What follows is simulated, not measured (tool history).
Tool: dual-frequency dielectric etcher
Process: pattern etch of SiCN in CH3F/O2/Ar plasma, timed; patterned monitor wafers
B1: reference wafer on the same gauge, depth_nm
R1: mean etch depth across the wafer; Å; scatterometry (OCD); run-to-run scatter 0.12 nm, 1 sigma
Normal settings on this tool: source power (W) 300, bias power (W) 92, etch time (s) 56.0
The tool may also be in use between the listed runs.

run 1 hour=0.0 | source_power_(W)=360 bias_power_(W)=92 etch_time_(s)=45.5 | B1=18.34 | R1=175.5
run 2 hour=16.7 | source_power_(W)=360 bias_power_(W)=92 etch_time_(s)=45.5 | B1=18.38 | R1=178.5
run 3 hour=42.1 | source_power_(W)=300 bias_power_(W)=92 etch_time_(s)=56.0 | B1=18.34 | R1=198.3
run 4 hour=57.0 | source_power_(W)=300 bias_power_(W)=92 etch_time_(s)=56.0 | B1=18.40 | R1=194.0
run 5 hour=74.5 | source_power_(W)=300 bias_power_(W)=92 etch_time_(s)=56.0 | B1=18.34 | R1=196.9
run 6 hour=127.9 | source_power_(W)=300 bias_power_(W)=92 etch_time_(s)=47.0 | B1=18.40 | R1=166.2
run 7 hour=161.8 | source_power_(W)=300 bias_power_(W)=92 etch_time_(s)=47.0 | B1=18.42 | R1=163.7
run 8 hour=193.5 | source_power_(W)=300 bias_power_(W)=92 etch_time_(s)=47.0 | B1=18.48 | R1=166.3
run 9 hour=216.5 | source_power_(W)=320 bias_power_(W)=110 etch_time_(s)=56.0 | B1=18.48 | R1=220.9
run 10 hour=249.0 | source_power_(W)=320 bias_power_(W)=110 etch_time_(s)=56.0 | B1=18.56 | R1=220.8
run 11 hour=275.3 | source_power_(W)=270 bias_power_(W)=86 etch_time_(s)=56.0 | B1=18.59 | R1=184.9
run 12 hour=288.2 | source_power_(W)=270 bias_power_(W)=86 etch_time_(s)=56.0 | B1=18.56 | R1=181.3
run 13 hour=301.8 | source_power_(W)=270 bias_power_(W)=86 etch_time_(s)=56.0 | B1=18.59 | R1=181.8
-- hour=325.0 source power generator calibrated
run 14 hour=332.3 | source_power_(W)=280 bias_power_(W)=83 etch_time_(s)=64.0 | B1=18.64 | R1=211.4
run 15 hour=344.6 | source_power_(W)=300 bias_power_(W)=92 etch_time_(s)=41.5 | B1=18.69 | R1=148.2
-- hour=347.1 gauge calibrated
-- hour=368.7 wet clean of the chamber
run 16 hour=369.2 | source_power_(W)=370 bias_power_(W)=81 etch_time_(s)=40.5 | B1=18.21 | R1=151.1
-- hour=404.3 upper electrode replaced
run 17 hour=404.8 | source_power_(W)=300 bias_power_(W)=92 etch_time_(s)=56.0 | B1=18.20 | R1=195.3
run 18 hour=455.8 | source_power_(W)=300 bias_power_(W)=113 etch_time_(s)=64.0 | B1=18.20 | R1=238.6
run 19 hour=473.8 | source_power_(W)=270 bias_power_(W)=105 etch_time_(s)=48.0 | B1=18.23 | R1=164.5
-- hour=489.1 bias power generator calibrated
run 20 hour=493.1 | source_power_(W)=260 bias_power_(W)=78 etch_time_(s)=44.5 | B1=18.22 | R1=133.3
run 21 hour=509.8 | source_power_(W)=230 bias_power_(W)=111 etch_time_(s)=48.5 | B1=18.20 | R1=153.9
run 22 hour=540.2 | source_power_(W)=300 bias_power_(W)=92 etch_time_(s)=56.0 | B1=18.29 | R1=195.4
run 23 hour=559.6 | source_power_(W)=300 bias_power_(W)=92 etch_time_(s)=56.0 | B1=18.26 | R1=194.0
run 24 hour=583.4 | source_power_(W)=360 bias_power_(W)=92 etch_time_(s)=56.0 | B1=18.29 | R1=215.0

Forecast run 25:
run 25 hour=597.6 | source_power_(W)=300 bias_power_(W)=110 etch_time_(s)=71.5 | B1=? | R1=?

For run 25 the tool returned B1 18.26, R1 266.8 Å.
Minus the tool's unlogged condition, the same run would have read R1 267.1 Å.
